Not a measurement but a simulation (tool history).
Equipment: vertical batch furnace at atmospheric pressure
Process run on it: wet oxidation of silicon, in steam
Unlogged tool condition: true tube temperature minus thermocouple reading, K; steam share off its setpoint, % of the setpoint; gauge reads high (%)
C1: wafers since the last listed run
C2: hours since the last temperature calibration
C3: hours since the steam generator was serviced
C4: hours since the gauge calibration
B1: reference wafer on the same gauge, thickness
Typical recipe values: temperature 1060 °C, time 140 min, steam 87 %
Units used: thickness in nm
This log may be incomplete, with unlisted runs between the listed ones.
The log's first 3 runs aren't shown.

Run 4, hour 59.8: usual settings but temperature 1051 °C; C1 263; C2 2048.3; C3 3779.5; C4 400.4; B1 921.85. Result: thickness 850.44 nm.
Run 5, hour 72: usual settings but temperature 1051 °C; C1 154; C2 2060.5; C3 3791.7; C4 412.6; B1 921.61. Result: thickness 851.36 nm.
Run 6, hour 104.1: usual settings but temperature 1076 °C, steam 78 %; C1 405; C2 2092.6; C3 3823.8; C4 444.7; B1 922.23. Result: thickness 887.54 nm.
Run 7, hour 130.3: usual settings but temperature 1076 °C, steam 78 %; C1 330; C2 2118.8; C3 3850; C4 470.9; B1 922.17. Result: thickness 884.3 nm.
Run 8, hour 157: usual settings but temperature 1076 °C, steam 78 %; C1 337; C2 2145.5; C3 3876.7; C4 497.6; B1 922.33. Result: thickness 883.58 nm.
Run 9, hour 176.7: usual settings but steam 91 %; C1 248; C2 2165.2; C3 3896.4; C4 517.3; B1 922.09. Result: thickness 907.26 nm.
Run 10, hour 201.1: usual settings but steam 91 %; C1 308; C2 2189.6; C3 3920.8; C4 541.7; B1 921.86. Result: thickness 905.53 nm.
Run 11, hour 220.9: usual settings; C1 249; C2 2209.4; C3 3940.6; C4 561.5; B1 922.18. Result: thickness 882.57 nm.
Run 12, hour 239.1: usual settings; C1 229; C2 2227.6; C3 3958.8; C4 579.7; B1 922.27. Result: thickness 883.3 nm.
Run 13, hour 271.4: usual settings; C1 407; C2 2259.9; C3 3991.1; C4 612; B1 921.94. Result: thickness 878.73 nm.
At hour 298.3: steam generator serviced.
Run 14, hour 298.8: usual settings; C1 42; C2 2287.3; C3 0.5; C4 639.4; B1 922.13. Result: thickness 925.12 nm.
Run 15, hour 315.3: usual settings; C1 208; C2 2303.8; C3 17; C4 655.9; B1 922.23. Result: thickness 925.24 nm.
At hour 319.7: gauge calibrated.
Run 16, hour 343.1: usual settings; C1 350; C2 2331.6; C3 44.8; C4 23.4; B1 921.85. Result: thickness 925.52 nm.
Run 17, hour 368.3: usual settings; C1 318; C2 2356.8; C3 70; C4 48.6; B1 922.08. Result: thickness 924.91 nm.
Run 18, hour 396.9: usual settings; C1 361; C2 2385.4; C3 98.6; C4 77.2; B1 922.24. Result: thickness 924.5 nm.

For run 19, what comes out?
Run 19, hour 409: usual settings; C1 152; C2 2397.5; C3 110.7; C4 89.3; B1 ?. Result: thickness ?.

Logged for run 19: B1 921.75, thickness 926.69 nm.
If the tool had no hidden condition, the same run with the same run-to-run variation would have returned thickness 930.8 nm.
